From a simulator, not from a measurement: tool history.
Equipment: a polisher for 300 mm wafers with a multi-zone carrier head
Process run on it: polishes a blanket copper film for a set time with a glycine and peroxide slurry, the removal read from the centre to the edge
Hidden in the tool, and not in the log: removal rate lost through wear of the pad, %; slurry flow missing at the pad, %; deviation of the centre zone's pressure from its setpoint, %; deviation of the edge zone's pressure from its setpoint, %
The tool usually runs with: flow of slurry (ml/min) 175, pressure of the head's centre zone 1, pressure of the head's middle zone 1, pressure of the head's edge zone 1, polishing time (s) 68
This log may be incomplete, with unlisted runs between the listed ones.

run   hour  flow of slurry (ml/min)  pressure of the head's centre zone  pressure of the head's middle zone  pressure of the head's edge zone  polishing time (s)  wafers since the last listed run  wafers polished on this pad  hours since the slurry nozzle was cleaned  hours since the centre zone pressure was calibrated  hours since the edge zone pressure was calibrated  hours since the carrier head's membrane was replaced  incoming thickness of the incoming film, nm  film removed at the wafer's centre (nm)  film removed at mid-radius (nm)  film removed at the wafer's edge (nm)
  1      0                      175                                   1                                   1                                 1                  68                                 0                          760                                      488.3                                                165.5                                                6.1                                                  37.4                                       1958.7                                      361                              361                                  379.7
  2   33.3                      175                                   1                                   1                                 1                  68                               522                         1283                                      521.6                                                198.8                                               39.4                                                  70.7                                       1981.4                                    367.1                            359.9                                  386.5
  3   66.1                      175                                   1                                   1                                 1                  68                               515                         1798                                      554.4                                                231.6                                               72.2                                                 103.5                                       1968.3                                    363.5                            373.6                                  375.1
  4   90.6                      175                                   1                                   1                                 1                  68                               384                         2183                                      578.9                                                256.1                                               96.7                                                   128                                       1966.3                                    368.3                            365.7                                  376.6
  5  107.4                      175                                   1                                1.11                                 1                  57                               263                         2447                                      595.7                                                272.9                                              113.5                                                 144.8                                       1978.7                                    297.4                              333                                  316.4
     109.2  -- slurry nozzle cleaned
     117.5  -- worn pad replaced by a new one
  6  132.7                      175                                0.88                                   1                              1.04                  86                               318                          239                                       23.5                                                298.2                                              138.8                                                 170.1                                       1993.9                                    461.1                            512.4                                  530.2
  7  150.1                      175                                   1                                   1                                 1                  68                               273                          512                                       40.9                                                315.6                                              156.2                                                 187.5                                       1990.4                                    415.3                            407.3                                  407.1
  8  169.4                      175                                   1                                   1                                 1                  68                               303                          815                                       60.2                                                334.9                                              175.5                                                 206.8                                       2014.9                                    396.3                            408.1                                  404.5
  9  183.4                      175                                   1                                   1                                 1                  68                               219                         1035                                       74.2                                                348.9                                              189.5                                                 220.8                                       1965.9                                    405.6                            393.5                                  407.5
 10  206.7                      175                                0.92                                   1                              1.11                  68                               365                         1401                                       97.5                                                372.2                                              212.8                                                 244.1                                       1974.6                                    366.9                            394.4                                  417.8
 11    235                      210                                 1.1                                1.04                                 1                  68                               444                         1845                                      125.8                                                400.5                                              241.1                                                 272.4                                       1971.4                                    462.4                              423                                  400.9
 12  254.8                      175                                0.96                                   1                                 1                  68                               310                         2156                                      145.6                                                420.3                                              260.9                                                 292.2                                         1956                                    368.1                            386.8                                  400.2
     260.3  -- worn pad replaced by a new one
 13  270.9                      175                                1.06                                1.07                              0.89                  68                               190                          167                                      161.7                                                436.4                                                277                                                 308.3                                       1980.1                                    419.9                            415.5                                  377.6
     292.2  -- centre zone pressure recalibrated
 14  294.7                      175                                1.06                                0.96                                 1                  68                               342                          509                                      185.5                                                  2.5                                              300.8                                                 332.1                                       1958.5                                    408.6                            370.5                                  392.8
 15  318.2                      175                                   1                                0.91                                 1                  89                               369                          878                                        209                                                   26                                              324.3                                                 355.6                                       2004.5                                    491.4                            465.7                                    511
 16  336.6                      205                                   1                                   1                              1.04                  68                               288                         1167                                      227.4                                                 44.4                                              342.7                                                   374                                       1985.3                                    404.4                            392.4                                  408.1
     353.5  -- edge zone pressure recalibrated
 17  354.8                      175                                   1                                   1                                 1                  68                               254                         1421                                      245.6                                                 62.6                                                1.3                                                 392.2                                       1982.4                                      386                            382.4                                  387.2
 18  369.4                      120                                0.94                                   1                              1.07                  78                               229                         1650                                      260.2                                                 77.2                                               15.9                                                 406.8                                       1980.4                                    357.9                            394.5                                  425.3
 19  384.8                      175                                   1                                   1                              1.08                  57                               241                         1892                                      275.6                                                 92.6                                               31.3                                                 422.2                                       1966.4                                    314.3                            319.9                                  339.6
 20  417.2                      175                                   1                                   1                                 1                  68                               508                         2401                                        308                                                  125                                               63.7                                                 454.6                                       1951.7                                    377.7                            376.5                                  388.8
     428.6  -- worn pad replaced by a new one
 21  448.3                      175                                   1                                   1                                 1                  54                               425                          308                                      339.1                                                156.1                                               94.8                                                 485.7                                       2010.7                                    293.1                            299.3                                  306.3
 22  467.3                      175                                   1                                   1                                 1                  68                               298                          607                                      358.1                                                175.1                                              113.8                                                 504.7                                       1951.3                                    370.3                            366.8                                  379.2
 23  503.1                      175                                0.92                                 0.9                              0.92                  68                               562                         1169                                      393.9                                                210.9                                              149.6                                                 540.5                                       1958.1                                    336.6                            333.8                                  367.4

Here are 3 independent what-if runs from the current tool condition. What would each one return?
  A  503.5                      175                                   1                                   1                                 1                  68                                 6                         1175                                      394.3                                                211.3                                                150                                                 540.9                                         2011                                        ?                                ?                                      ?
  B  503.5                      215                                   1                                   1                                 1                  45                                 6                         1175                                      394.3                                                211.3                                                150                                                 540.9                                         2011                                        ?                                ?                                      ?
  C  503.5                      175                                0.94                                1.11                              0.92                  49                                 6                         1175                                      394.3                                                211.3                                                150                                                 540.9                                         2011                                        ?                                ?                                      ?

run  film removed at the wafer's centre (nm)  film removed at mid-radius (nm)  film removed at the wafer's edge (nm)
  A                                    357.2                            362.6                                  379.5
  B                                    251.1                            253.1                                  260.6
  C                                      242                            285.7                                  263.6
What these runs would have given with no unlogged condition in the tool:
run  film removed at the wafer's centre (nm)  film removed at mid-radius (nm)  film removed at the wafer's edge (nm)
  A                                      402                            402.5                                  408.6
  B                                      276                            275.3                                  277.1
  C                                    272.4                            317.1                                  283.8

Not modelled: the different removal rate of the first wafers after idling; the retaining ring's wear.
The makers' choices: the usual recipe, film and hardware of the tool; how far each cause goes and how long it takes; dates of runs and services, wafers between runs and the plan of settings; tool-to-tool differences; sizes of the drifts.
